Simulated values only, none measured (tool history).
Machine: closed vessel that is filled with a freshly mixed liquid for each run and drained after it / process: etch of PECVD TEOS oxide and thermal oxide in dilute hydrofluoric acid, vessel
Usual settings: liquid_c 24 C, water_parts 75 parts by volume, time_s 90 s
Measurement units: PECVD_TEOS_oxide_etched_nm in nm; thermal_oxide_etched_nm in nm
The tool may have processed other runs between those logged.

run    hour  liquid_c  water_parts  time_s  read-back film thickness of the PECVD TEOS oxide reference wafer, read on the same gauge (nm)  read-back film thickness of the thermal oxide reference wafer, read on the same gauge (nm)  PECVD_TEOS_oxide_etched_nm  thermal_oxide_etched_nm
  1       0        24           75      90                                                                                          89.99                                                                                       39.96                       38.29                     5.53
  2    64.7        24           75      90                                                                                          89.99                                                                                          40                       38.25                     5.68
  3   114.2        21           75      90                                                                                          89.99                                                                                          40                       33.98                     4.93
  4   187.8        21           75      90                                                                                          89.98                                                                                       39.98                       33.74                     4.93
  5   250.1        24           75      35                                                                                          89.99                                                                                       40.03                       14.95                     2.19
  6   293.1        24           75      90                                                                                          90.01                                                                                       39.99                       38.59                      5.7
  7     374        20           45      60                                                                                          89.98                                                                                       39.98                       37.49                     5.47
  8     449      27.5           45     110                                                                                          89.99                                                                                       39.97                       93.98                    13.63
      505.6  -- hydrofluoric acid flow meter replaced
  9   584.2        26           75      90                                                                                          89.99                                                                                       40.06                       41.11                     6.04
 10   665.3        24           60      40                                                                                          90.01                                                                                       40.02                       21.43                     3.13
 11   768.5        28           65      45                                                                                          89.99                                                                                       40.02                       26.06                     3.79
      800.1  -- gauge calibrated
 12   866.2        24           75      90                                                                                          90.02                                                                                       40.01                       38.01                     5.71
 13   907.1        24           75      90                                                                                          90.02                                                                                       40.06                       37.82                     5.62
 14   968.5        24           75      90                                                                                          90.01                                                                                          40                       38.28                     5.64
      990.6  -- thermometer replaced
 15  1004.8        27           55      75                                                                                          90.01                                                                                          40                       51.57                     7.57
 16  1111.7        24           75      55                                                                                          89.99                                                                                       40.02                       23.97                     3.58
 17  1179.9        24           75      90                                                                                             90                                                                                       39.98                       39.19                     5.75
     1216.6  -- hydrofluoric acid flow meter replaced
 18    1280        19           65      40                                                                                             90                                                                                       40.03                        16.1                     2.38
 19  1318.6      27.5           45     115                                                                                          89.98                                                                                       39.98                       97.84                    14.23
 20  1367.3        24           85     105                                                                                          90.03                                                                                       39.98                        39.3                     5.71
 21  1437.9        24           75      90                                                                                          90.02                                                                                       40.05                       38.56                      5.6
 22  1518.3        24           50      90                                                                                          90.01                                                                                       39.95                       59.97                     8.83
 23  1809.2        24           75      90                                                                                          90.02                                                                                          40                       38.79                      5.7
 24  1896.9        24           40      75                                                                                          90.03                                                                                       40.03                       63.24                     9.28
 25  1996.9        24           75      90                                                                                          89.99                                                                                       39.95                       38.94                     5.79
     2082.9  -- hydrofluoric acid flow meter replaced
 26  2092.6      27.5           45      90                                                                                          89.99                                                                                          40                       75.81                    11.18
 27  2136.4        20           65     125                                                                                          90.02                                                                                       40.02                       51.91                      7.7

A few steps of PECVD_TEOS_oxide_etched_nm between consecutive runs. Split each: what settings, incoming material and random variation would produce without the hidden state, and what is left over for the hidden state, along with gauge scatter present in only one of the two compared results (measured, and without hidden state):
The tool's hidden condition here consists of: liquid colder than its thermometer reads (K); hydrofluoric acid flow above the setpoint (%); gauge reads high (%).
Run 8 -> 9: liquid_c 27.5 -> 26, water_parts 45 -> 75, time_s 110 -> 90, hydrofluoric acid flow meter replaced. PECVD_TEOS_oxide_etched_nm -52.87 nm: hidden state -1.24, all else -51.63.
Run 18 -> 19: liquid_c 19 -> 27.5, water_parts 65 -> 45, time_s 40 -> 115. PECVD_TEOS_oxide_etched_nm +81.74 nm: hidden state -0.04, all else +81.78.
Run 19 -> 20: liquid_c 27.5 -> 24, water_parts 45 -> 85, time_s 115 -> 105. PECVD_TEOS_oxide_etched_nm -58.54 nm: hidden state +0.1, all else -58.64.
Run 25 -> 26: liquid_c 24 -> 27.5, water_parts 75 -> 45, hydrofluoric acid flow meter replaced. PECVD_TEOS_oxide_etched_nm +36.87 nm: hidden state -1.53, all else +38.4.
